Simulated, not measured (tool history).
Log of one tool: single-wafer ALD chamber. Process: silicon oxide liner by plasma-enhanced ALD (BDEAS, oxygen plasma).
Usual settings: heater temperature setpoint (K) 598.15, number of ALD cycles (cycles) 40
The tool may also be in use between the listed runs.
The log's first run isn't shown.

| run | hour | heater temperature setpoint (K) | number of ALD cycles (cycles) | wafers since the last listed run | hours since the last thermocouple change | hours since the gauge calibration | read-back reference wafer on the same gauge, thickness_nm | mean film thickness on the monitor wafer (nm) |
|---|---|---|---|---|---|---|---|---|
| 2 | 12.7 | 598.15 | 40 | 124 | 994.6 | 85.5 | 3.671 | 3.627 |
| 3 | 42.2 | 598.15 | 40 | 288 | 1024.1 | 115 | 3.687 | 3.629 |
| 4 | 58.7 | 603.15 | 40 | 161 | 1040.6 | 131.5 | 3.686 | 3.601 |
| 5 | 93.9 | 598.15 | 40 | 344 | 1075.8 | 166.7 | 3.694 | 3.676 |
| 6 | 112.6 | 598.15 | 40 | 182 | 1094.5 | 185.4 | 3.699 | 3.675 |
| 7 | 148.3 | 598.15 | 40 | 348 | 1130.2 | 221.1 | 3.7 | 3.663 |
| 8 | 181.1 | 592.15 | 38 | 320 | 1163 | 253.9 | 3.706 | 3.497 |
| 9 | 206.8 | 592.15 | 38 | 251 | 1188.7 | 279.6 | 3.714 | 3.497 |
| 10 | 235.2 | 606.15 | 40 | 277 | 1217.1 | 308 | 3.721 | 3.616 |
| 11 | 258.4 | 598.15 | 34 | 226 | 1240.3 | 331.2 | 3.727 | 3.128 |
| 12 | 292.8 | 598.15 | 34 | 336 | 1274.7 | 365.6 | 3.721 | 3.156 |
| 13 | 321 | 605.15 | 40 | 275 | 1302.9 | 393.8 | 3.729 | 3.648 |
| 14 | 343.7 | 598.15 | 36 | 221 | 1325.6 | 416.5 | 3.726 | 3.327 |
| 15 | 369.2 | 598.15 | 40 | 249 | 1351.1 | 442 | 3.723 | 3.702 |
| 16 | 392.1 | 598.15 | 40 | 223 | 1374 | 464.9 | 3.731 | 3.658 |
| 17 | 412.2 | 598.15 | 40 | 196 | 1394.1 | 485 | 3.742 | 3.7 |
| 18 | 516.9 | 598.15 | 42 | 1023 | 1498.8 | 589.7 | 3.741 | 3.872 |
| 19 | 544.6 | 602.15 | 40 | 270 | 1526.5 | 617.4 | 3.738 | 3.68 |
| 20 | 572.9 | 602.15 | 40 | 276 | 1554.8 | 645.7 | 3.745 | 3.667 |
| 21 | 587.4 | 612.15 | 47 | 141 | 1569.3 | 660.2 | 3.733 | 4.276 |
| 22 | 611.4 | 598.15 | 40 | 234 | 1593.3 | 684.2 | 3.746 | 3.697 |
| 23 | 637.2 | 602.15 | 40 | 252 | 1619.1 | 710 | 3.742 | 3.682 |
| 24 | 671.4 | 586.15 | 33 | 334 | 1653.3 | 744.2 | 3.742 | 3.119 |
|  | 704.3 | gauge calibrated |
|  | 706 | thermocouple changed; heater temperature recalibrated |
| 25 | 706.5 | 613.15 | 33 | 264 | 0.5 | 2.2 | 3.629 | 2.896 |

The next listed run, before its measurement:
| 26 | 714.3 | 602.15 | 48 | 76 | 8.3 | 10 | ? | ? |

{"run 26": {"read-back reference wafer on the same gauge, thickness_nm": 3.634, "mean film thickness on the monitor wafer (nm)": 4.266}}
Without the tool's hidden state the same run would have given mean film thickness on the monitor wafer (nm) 4.276.
